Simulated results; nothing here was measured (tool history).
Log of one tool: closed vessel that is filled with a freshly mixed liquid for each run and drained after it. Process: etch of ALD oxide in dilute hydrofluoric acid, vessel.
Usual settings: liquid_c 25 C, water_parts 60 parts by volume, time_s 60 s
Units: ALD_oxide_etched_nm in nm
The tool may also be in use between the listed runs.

run   hour  liquid_c  water_parts  time_s  wafers since the last listed run  hours since the thermometer was replaced  hours since the hydrofluoric acid flow meter was replaced  hours since the gauge calibration  read-back film thickness of the ALD oxide reference wafer, read on the same gauge (nm)  ALD_oxide_etched_nm
  1      0      26.5           60      60                                 0                                     423.1                                                     1282.8                              128.2                                                                                      40                22.87
  2   31.4      26.5           60      60                              2303                                     454.5                                                     1314.2                              159.6                                                                                   39.99                 23.4
  3   61.6      26.5           60      60                              2215                                     484.7                                                     1344.4                              189.8                                                                                   40.04                22.96
  4   78.6        25           60      60                              1247                                     501.7                                                     1361.4                              206.8                                                                                   39.99                21.67
  5   99.2        25           60      60                              1511                                     522.3                                                       1382                              227.4                                                                                   40.03                21.83
     141.6  -- hydrofluoric acid flow meter replaced
  6    169        25           60      60                              5048                                     592.1                                                       27.4                              297.2                                                                                   40.01                22.06
  7    194        25           60      60                              1834                                     617.1                                                       52.4                              322.2                                                                                   39.99                22.21
  8  224.5        22           70      60                              2237                                     647.6                                                       82.9                              352.7                                                                                      40                16.84
  9  244.4      28.5           35      40                              1460                                     667.5                                                      102.8                              372.6                                                                                   40.02                30.07
       258  -- thermometer replaced
 10  270.7        29           60      45                              1856                                      12.7                                                      129.1                              398.9                                                                                      40                18.03
     290.9  -- gauge calibrated
 11  300.9      29.5           60      75                              2215                                      42.9                                                      159.3                                 10                                                                                   39.96                30.96
 12  313.5        25           60      60                               924                                      55.5                                                      171.9                               22.6                                                                                   39.96                20.55
 13  341.1        25           60      60                              2025                                      83.1                                                      199.5                               50.2                                                                                      40                20.24
 14  366.1      27.5           60      60                              1834                                     108.1                                                      224.5                               75.2                                                                                   39.97                22.63
 15  381.8        25           45      85                              1151                                     123.8                                                      240.2                               90.9                                                                                      40                39.28

The same runs without the tool's hidden state, with the same run-to-run variation:
The hidden state here: liquid hotter than its thermometer reads (K); hydrofluoric acid flow below the setpoint (%); gauge reads high (%).
run  ALD_oxide_etched_nm
  1                21.56
  2                21.96
  3                21.47
  4                20.21
  5                 20.3
  6                20.33
  7                 20.4
  8                15.38
  9                27.45
 10                   18
 11                30.78
 12                 20.4
 13                20.01
 14                22.31
 15                38.61
